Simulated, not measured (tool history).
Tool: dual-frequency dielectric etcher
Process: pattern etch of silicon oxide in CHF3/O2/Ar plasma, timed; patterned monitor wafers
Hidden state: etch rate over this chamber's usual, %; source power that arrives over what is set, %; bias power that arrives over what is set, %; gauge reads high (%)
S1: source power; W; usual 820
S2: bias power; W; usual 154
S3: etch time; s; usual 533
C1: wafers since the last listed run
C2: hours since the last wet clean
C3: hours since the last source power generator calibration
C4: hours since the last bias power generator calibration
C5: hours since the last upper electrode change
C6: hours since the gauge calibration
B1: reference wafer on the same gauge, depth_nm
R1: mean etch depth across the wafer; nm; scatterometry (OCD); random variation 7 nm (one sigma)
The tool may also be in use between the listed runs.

run 1 hour=0 | S1=820 S2=154 S3=533 | C1=0 C2=110.1 C3=1345.9 C4=1769.9 C5=1659.6 C6=1155.2 | B1=1300.6 | R1=1110.9
-- hour=10.2 gauge calibrated
run 2 hour=88.5 | S1=820 S2=154 S3=533 | C1=183 C2=198.6 C3=1434.4 C4=1858.4 C5=1748.1 C6=78.3 | B1=1301.6 | R1=1114.3
run 3 hour=162.9 | S1=820 S2=154 S3=533 | C1=153 C2=273 C3=1508.8 C4=1932.8 C5=1822.5 C6=152.7 | B1=1300.3 | R1=1133.1
run 4 hour=230.5 | S1=820 S2=154 S3=533 | C1=139 C2=340.6 C3=1576.4 C4=2000.4 C5=1890.1 C6=220.3 | B1=1298.7 | R1=1136
-- hour=322.1 wet clean of the chamber
run 5 hour=322.6 | S1=820 S2=154 S3=533 | C1=140 C2=0.5 C3=1668.5 C4=2092.5 C5=1982.2 C6=312.4 | B1=1300.5 | R1=1111.8
run 6 hour=357.1 | S1=820 S2=183 S3=533 | C1=71 C2=35 C3=1703 C4=2127 C5=2016.7 C6=346.9 | B1=1299.4 | R1=1172.3
run 7 hour=458.7 | S1=820 S2=154 S3=634.5 | C1=210 C2=136.6 C3=1804.6 C4=2228.6 C5=2118.3 C6=448.5 | B1=1300.2 | R1=1330.6
run 8 hour=517.1 | S1=820 S2=154 S3=634.5 | C1=120 C2=195 C3=1863 C4=2287 C5=2176.7 C6=506.9 | B1=1298.7 | R1=1329.8
run 9 hour=592 | S1=820 S2=154 S3=634.5 | C1=154 C2=269.9 C3=1937.9 C4=2361.9 C5=2251.6 C6=581.8 | B1=1299.3 | R1=1349.7
-- hour=653.5 upper electrode replaced
run 10 hour=654 | S1=820 S2=173 S3=437.5 | C1=78 C2=331.9 C3=1999.9 C4=2423.9 C5=0.5 C6=643.8 | B1=1300.8 | R1=973.2
-- hour=696.9 wet clean of the chamber
run 11 hour=744.9 | S1=820 S2=154 S3=458.5 | C1=138 C2=48 C3=2090.8 C4=2514.8 C5=91.4 C6=734.7 | B1=1299.6 | R1=953.2
run 12 hour=818.5 | S1=820 S2=154 S3=458.5 | C1=152 C2=121.6 C3=2164.4 C4=2588.4 C5=165 C6=808.3 | B1=1300.9 | R1=957.7
run 13 hour=880 | S1=880 S2=154 S3=533 | C1=127 C2=183.1 C3=2225.9 C4=2649.9 C5=226.5 C6=869.8 | B1=1301.1 | R1=1156.5
run 14 hour=956.7 | S1=630 S2=129 S3=455.5 | C1=158 C2=259.8 C3=2302.6 C4=2726.6 C5=303.2 C6=946.5 | B1=1299.4 | R1=807.4
run 15 hour=996.9 | S1=820 S2=127 S3=666.5 | C1=83 C2=300 C3=2342.8 C4=2766.8 C5=343.4 C6=986.7 | B1=1299.3 | R1=1324.3
run 16 hour=1077.9 | S1=820 S2=154 S3=443 | C1=167 C2=381 C3=2423.8 C4=2847.8 C5=424.4 C6=1067.7 | B1=1300.7 | R1=946.9
-- hour=1081.9 gauge calibrated
-- hour=1153.4 wet clean of the chamber
run 17 hour=1178.2 | S1=820 S2=154 S3=533 | C1=157 C2=24.8 C3=2524.1 C4=2948.1 C5=524.7 C6=96.3 | B1=1299.3 | R1=1104.1
run 18 hour=1236.4 | S1=680 S2=171 S3=688.5 | C1=120 C2=83 C3=2582.3 C4=3006.3 C5=582.9 C6=154.5 | B1=1299.4 | R1=1378.5
run 19 hour=1320.4 | S1=690 S2=154 S3=574.5 | C1=173 C2=167 C3=2666.3 C4=3090.3 C5=666.9 C6=238.5 | B1=1302.3 | R1=1121.2
run 20 hour=1416.4 | S1=820 S2=154 S3=533 | C1=198 C2=263 C3=2762.3 C4=3186.3 C5=762.9 C6=334.5 | B1=1300.8 | R1=1119.2
-- hour=1476.4 bias power generator calibrated
run 21 hour=1489.9 | S1=880 S2=154 S3=533 | C1=143 C2=336.5 C3=2835.8 C4=13.5 C5=836.4 C6=408 | B1=1299.6 | R1=1174.2
-- hour=1544.4 source power generator calibrated
-- hour=1588.8 wet clean of the chamber
run 22 hour=1589.3 | S1=820 S2=120 S3=533 | C1=147 C2=0.5 C3=44.9 C4=112.9 C5=935.8 C6=507.4 | B1=1300.5 | R1=986.4
run 23 hour=1783.7 | S1=820 S2=154 S3=458.5 | C1=402 C2=194.9 C3=239.3 C4=307.3 C5=1130.2 C6=701.8 | B1=1300.6 | R1=947.9
run 24 hour=1865.9 | S1=820 S2=154 S3=533 | C1=170 C2=277.1 C3=321.5 C4=389.5 C5=1212.4 C6=784 | B1=1297.8 | R1=1128.1
run 25 hour=1942.9 | S1=900 S2=185 S3=533 | C1=159 C2=354.1 C3=398.5 C4=466.5 C5=1289.4 C6=861 | B1=1301.5 | R1=1268.5
run 26 hour=2045.2 | S1=820 S2=154 S3=533 | C1=211 C2=456.4 C3=500.8 C4=568.8 C5=1391.7 C6=963.3 | B1=1299.9 | R1=1139.6
-- hour=2080.2 wet clean of the chamber
run 27 hour=2149.3 | S1=820 S2=129 S3=533 | C1=165 C2=69.1 C3=604.9 C4=672.9 C5=1495.8 C6=1067.4 | B1=1299.5 | R1=1034.2

Forecast each of these 3 alternatives for the next run:
run A hour=2149.9 | S1=820 S2=154 S3=533 | C1=1 C2=69.7 C3=605.5 C4=673.5 C5=1496.4 C6=1068 | B1=? | R1=?
run B hour=2149.9 | S1=870 S2=119 S3=576.5 | C1=1 C2=69.7 C3=605.5 C4=673.5 C5=1496.4 C6=1068 | B1=? | R1=?
run C hour=2149.9 | S1=820 S2=122 S3=646.5 | C1=1 C2=69.7 C3=605.5 C4=673.5 C5=1496.4 C6=1068 | B1=? | R1=?

run=A B1=1299.9 R1=1097.9
run=B B1=1299.9 R1=1107.4
run=C B1=1299.9 R1=1220.8
Without the tool's hidden state the same runs would have given:
run=A R1=1087.4
run=B R1=1096.8
run=C R1=1209.2

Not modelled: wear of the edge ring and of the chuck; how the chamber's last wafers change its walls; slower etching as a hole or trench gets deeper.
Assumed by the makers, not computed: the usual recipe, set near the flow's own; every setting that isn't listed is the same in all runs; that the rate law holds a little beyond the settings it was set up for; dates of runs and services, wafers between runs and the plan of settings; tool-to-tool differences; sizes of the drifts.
